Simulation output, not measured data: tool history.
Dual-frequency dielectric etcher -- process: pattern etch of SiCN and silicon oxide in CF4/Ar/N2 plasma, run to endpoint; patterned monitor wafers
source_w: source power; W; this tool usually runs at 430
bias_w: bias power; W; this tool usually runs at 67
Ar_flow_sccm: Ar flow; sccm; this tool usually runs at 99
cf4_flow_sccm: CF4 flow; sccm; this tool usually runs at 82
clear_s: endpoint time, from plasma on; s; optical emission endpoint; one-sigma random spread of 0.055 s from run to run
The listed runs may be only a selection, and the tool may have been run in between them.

run	hour	source_w	bias_w	Ar_flow_sccm	cf4_flow_sccm	incoming incoming film thickness, nm	clear_s
1	0.0	430	67	99	82	12.36	15.6
2	29.0	430	67	99	82	12.41	15.8
3	97.0	430	67	99	82	12.48	16.0
4	161.7	430	67	99	82	12.38	15.6
5	218.7	430	67	99	82	12.26	15.6
6	332.2	430	67	99	82	12.44	15.2
7	379.3	430	67	99	82	12.49	15.5
8	466.9	430	67	120	98	12.35	15.5
9	519.4	430	73	99	82	12.54	15.3
10	594.1	340	67	99	77	12.38	19.3
11	687.8	520	50	99	82	12.29	14.6
12	768.3	470	67	74	82	12.46	14.3
13	810.0	430	60	99	69	12.28	16.8
14	882.3	430	78	99	70	12.39	15.5
15	958.4	430	67	99	82	12.37	15.1
16	1032.4	460	56	91	96	12.45	14.9
17	1108.9	430	67	122	94	12.44	15.5
18	1147.5	430	52	110	82	12.56	17.2
19	1184.2	430	67	117	82	12.53	16.0
20	1247.7	430	67	99	82	12.38	15.6
21	1326.9	510	61	99	91	12.44	13.8
22	1398.4	480	83	99	82	12.47	13.4
23	1493.4	430	67	99	82	12.43	15.9
24	1722.8	430	77	99	82	12.32	14.7
25	2002.7	430	67	99	82	12.35	15.8

Withheld: 7 entries from between the runs. Position of each, and hidden state at the listed run before versus the listed run after:
After run 1, before run 2: source power generator calibrated (hour 28.5)
  etch rate over this chamber's usual, %: -2.08 -> -2.3; bias power that arrives over what is set, %: -5.39 -> -5.4
  measured value less the no-hidden-state value, clear_s: +0.6 -> +0.6 s
After run 3, before run 4: bias power generator calibrated (hour 144.2)
  etch rate over this chamber's usual, %: -2.82 -> -3.31; bias power that arrives over what is set, %: -5.42 -> -0.0332
  measured value less the no-hidden-state value, clear_s: +0.7 -> +0.5 s
After run 5, before run 6: wet clean of the chamber (hour 331.7)
  etch rate over this chamber's usual, %: -3.74 -> -0.844; bias power that arrives over what is set, %: -0.268 -> -0.705
  measured value less the no-hidden-state value, clear_s: +0.6 -> +0.1 s
After run 10, before run 11: Ar flow controller replaced (hour 656.1)
  etch rate over this chamber's usual, %: -2.83 -> -3.54; bias power that arrives over what is set, %: -1.57 -> -1.84
  measured value less the no-hidden-state value, clear_s: +0.6 -> +0.6 s
After run 12, before run 13: CF4 flow controller replaced (hour 782.1)
  etch rate over this chamber's usual, %: -4.15 -> -4.46; bias power that arrives over what is set, %: -2.05 -> -2.16
  measured value less the no-hidden-state value, clear_s: +0.7 -> +0.9 s
After run 14, before run 15: wet clean of the chamber (hour 933.3)
  etch rate over this chamber's usual, %: -5.01 -> 0.43; bias power that arrives over what is set, %: -2.34 -> -2.51
  measured value less the no-hidden-state value, clear_s: +0.9 -> +0.1 s
After run 23, before run 24: wet clean of the chamber (hour 1601.0)
  etch rate over this chamber's usual, %: -3.62 -> -0.582; bias power that arrives over what is set, %: -3.47 -> -3.76
  measured value less the no-hidden-state value, clear_s: +0.8 -> +0.3 s

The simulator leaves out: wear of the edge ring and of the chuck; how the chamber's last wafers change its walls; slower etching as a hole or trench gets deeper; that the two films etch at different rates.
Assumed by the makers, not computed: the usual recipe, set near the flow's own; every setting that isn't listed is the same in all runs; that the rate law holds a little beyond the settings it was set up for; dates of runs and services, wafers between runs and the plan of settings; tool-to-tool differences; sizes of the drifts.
